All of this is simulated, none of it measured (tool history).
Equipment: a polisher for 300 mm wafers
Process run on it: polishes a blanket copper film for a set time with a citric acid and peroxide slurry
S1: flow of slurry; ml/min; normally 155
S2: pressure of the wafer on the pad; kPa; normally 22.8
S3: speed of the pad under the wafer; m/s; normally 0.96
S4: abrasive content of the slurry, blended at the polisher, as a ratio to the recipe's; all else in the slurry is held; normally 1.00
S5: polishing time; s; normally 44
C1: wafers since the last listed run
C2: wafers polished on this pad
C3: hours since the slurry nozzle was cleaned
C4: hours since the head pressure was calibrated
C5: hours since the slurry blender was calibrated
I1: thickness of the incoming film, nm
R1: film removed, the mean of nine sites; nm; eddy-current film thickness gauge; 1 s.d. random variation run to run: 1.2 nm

run,hour,S1,S2,S3,S4,S5,C1,C2,C3,C4,C5,I1,R1
1,0.0,155,25.5,1.04,1.00,44,0,4730,556.6,673.6,27.6,519.6,132.9
2,65.0,155,22.8,0.96,1.00,51,483,5214,621.6,738.6,92.6,518.8,124.6
# hour 77.5: worn pad replaced by a new one
# hour 129.2: slurry nozzle cleaned
# hour 350.3: head pressure recalibrated
3,350.8,155,22.8,0.96,1.00,51,2074,2011,221.6,0.5,378.4,515.4,120.7
4,436.6,155,22.8,0.96,1.00,51,638,2650,307.4,86.3,464.2,513.3,116.3
5,523.1,180,22.8,0.96,1.00,44,643,3293,393.9,172.8,550.7,527.2,100.1
# hour 607.1: slurry blender recalibrated
6,612.2,180,22.8,0.96,1.00,44,648,3942,483.0,261.9,5.1,515.3,98.2
# hour 654.1: worn pad replaced by a new one
7,684.7,155,22.8,1.04,1.00,44,509,228,555.5,334.4,77.6,527.2,107.1
# hour 711.9: slurry nozzle cleaned
8,737.9,155,22.8,0.96,0.85,44,388,616,26.0,387.6,130.8,526.8,96.1
9,843.3,155,22.8,0.96,0.85,44,784,1400,131.4,493.0,236.2,521.4,93.4
10,884.6,155,22.8,0.96,1.00,44,307,1708,172.7,534.3,277.5,521.1,96.4
# hour 888.3: head pressure recalibrated, repeated, since the last time left the tool worse
11,969.5,155,22.8,0.96,1.00,44,616,2325,257.6,81.2,362.4,516.1,114.6
12,1026.5,120,22.8,0.96,1.20,44,424,2749,314.6,138.2,419.4,510.2,112.1
13,1123.3,155,22.8,0.96,1.00,44,720,3469,411.4,235.0,516.2,522.0,109.6
# hour 1165.8: slurry blender recalibrated
14,1224.6,155,15.2,0.96,1.00,44,738,4208,512.7,336.3,58.8,525.4,75.2
15,1289.1,155,22.8,0.96,1.20,31,479,4688,577.2,400.8,123.3,531.0,79.9
# hour 1328.3: worn pad replaced by a new one
# hour 1344.9: slurry nozzle cleaned
16,1373.9,130,22.8,0.84,1.00,44,593,331,29.0,485.6,208.1,524.7,95.6
17,1472.0,155,22.8,0.96,1.00,51,730,1061,127.1,583.7,306.2,522.3,128.9

Expected results for the next run?
18,1536.0,155,28.3,0.82,1.30,40,476,1538,191.1,647.7,370.2,528.3,?

R1: 110.2 nm
With the hidden condition absent and the run-to-run variation left alone, this run would have shown R1 115.2 nm.
